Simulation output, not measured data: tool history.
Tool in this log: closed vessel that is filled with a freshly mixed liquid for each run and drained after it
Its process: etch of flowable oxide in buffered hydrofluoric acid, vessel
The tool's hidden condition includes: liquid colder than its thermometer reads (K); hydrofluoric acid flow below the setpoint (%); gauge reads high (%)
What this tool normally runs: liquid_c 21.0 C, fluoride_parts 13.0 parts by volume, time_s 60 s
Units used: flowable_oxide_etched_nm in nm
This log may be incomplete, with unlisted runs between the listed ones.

run   hour  liquid_c  fluoride_parts  time_s  wafers since the last listed run  hours since the thermometer was replaced  hours since the hydrofluoric acid flow meter was replaced  hours since the gauge calibration  read-back film thickness of the flowable oxide reference wafer, read on the same gauge (nm)  flowable_oxide_etched_nm
  1    0.0      21.0            13.0      60                                 0                                    1185.6                                                     1695.1                              479.5                                                                                       100.00                    153.90
  2   38.0      21.0            13.0      60                              2839                                    1223.6                                                     1733.1                              517.5                                                                                        99.99                    152.52
  3   65.7      21.0            13.0      60                              2069                                    1251.3                                                     1760.8                              545.2                                                                                       100.02                    150.64
  4  106.7      21.0            13.0      50                              3063                                    1292.3                                                     1801.8                              586.2                                                                                       100.01                    126.15
  5  134.2      21.0            13.0      50                              2054                                    1319.8                                                     1829.3                              613.7                                                                                       100.00                    124.90
  6  172.0      21.0            13.0      50                              2824                                    1357.6                                                     1867.1                              651.5                                                                                       100.00                    125.30
  7  215.3      21.0            13.0      70                              3235                                    1400.9                                                     1910.4                              694.8                                                                                       100.00                    174.76
  8  245.4      25.0            13.0      60                              2248                                    1431.0                                                     1940.5                              724.9                                                                                       100.00                    187.42
  9  289.7      25.0            13.0      60                              3309                                    1475.3                                                     1984.8                              769.2                                                                                        99.99                    184.98
 10  344.6      25.0            13.0      60                              4101                                    1530.2                                                     2039.7                              824.1                                                                                        99.98                    183.22
 11  399.6      23.0            13.0      60                              4109                                    1585.2                                                     2094.7                              879.1                                                                                       100.01                    164.00
     419.8  -- thermometer replaced
 12  466.8      19.5            13.0      75                              4946                                      47.0                                                     2161.9                              946.3                                                                                       100.01                    176.79
 13  526.5      21.0            15.5      60                              4460                                     106.7                                                     2221.6                             1006.0                                                                                        99.99                    127.99
 14  555.0      21.0            13.0      60                              2129                                     135.2                                                     2250.1                             1034.5                                                                                        99.99                    152.74
     568.8  -- gauge calibrated
 15  607.9      17.0            15.0      30                              3952                                     188.1                                                     2303.0                               39.1                                                                                        99.99                     52.83
     660.6  -- hydrofluoric acid flow meter replaced
 16  663.7      21.0            13.0      50                              4094                                     243.9                                                        3.1                               94.9                                                                                       100.01                    143.11
 17  727.5      17.0            10.5      50                              4766                                     307.7                                                       66.9                              158.7                                                                                       100.02                    139.40
 18  792.4      17.0            15.0      30                              4848                                     372.6                                                      131.8                              223.6                                                                                        99.98                     58.49
 19  837.7      18.0            14.5      80                              3384                                     417.9                                                      177.1                              268.9                                                                                       100.01                    170.63
 20  875.2      21.0            18.0      80                              2801                                     455.4                                                      214.6                              306.4                                                                                       100.01                    162.66
 21  985.4      21.0            18.0      80                              8233                                     565.6                                                      324.8                              416.6                                                                                       100.01                    161.60

For each entry between runs, how does the tool's hidden state at the last listed run before it compare with that at the first listed run after it?
In the gap between runs 11 and 12: thermometer replaced (hour 419.8)
  liquid colder than its thermometer reads (K): 1.09 -> 0.139; hydrofluoric acid flow below the setpoint (%): 10.9 -> 11.2
  measured result minus the result with no hidden state, flowable_oxide_etched_nm: -30.97 -> -23.47 nm
In the gap between runs 14 and 15: gauge calibrated (hour 568.8)
  liquid colder than its thermometer reads (K): 0.193 -> 0.225; hydrofluoric acid flow below the setpoint (%): 11.7 -> 11.9
  measured result minus the result with no hidden state, flowable_oxide_etched_nm: -21.63 -> -7.85 nm
In the gap between runs 15 and 16: hydrofluoric acid flow meter replaced (hour 660.6)
  liquid colder than its thermometer reads (K): 0.225 -> 0.259; hydrofluoric acid flow below the setpoint (%): 11.9 -> 0.884
  measured result minus the result with no hidden state, flowable_oxide_etched_nm: -7.85 -> -3.36 nm
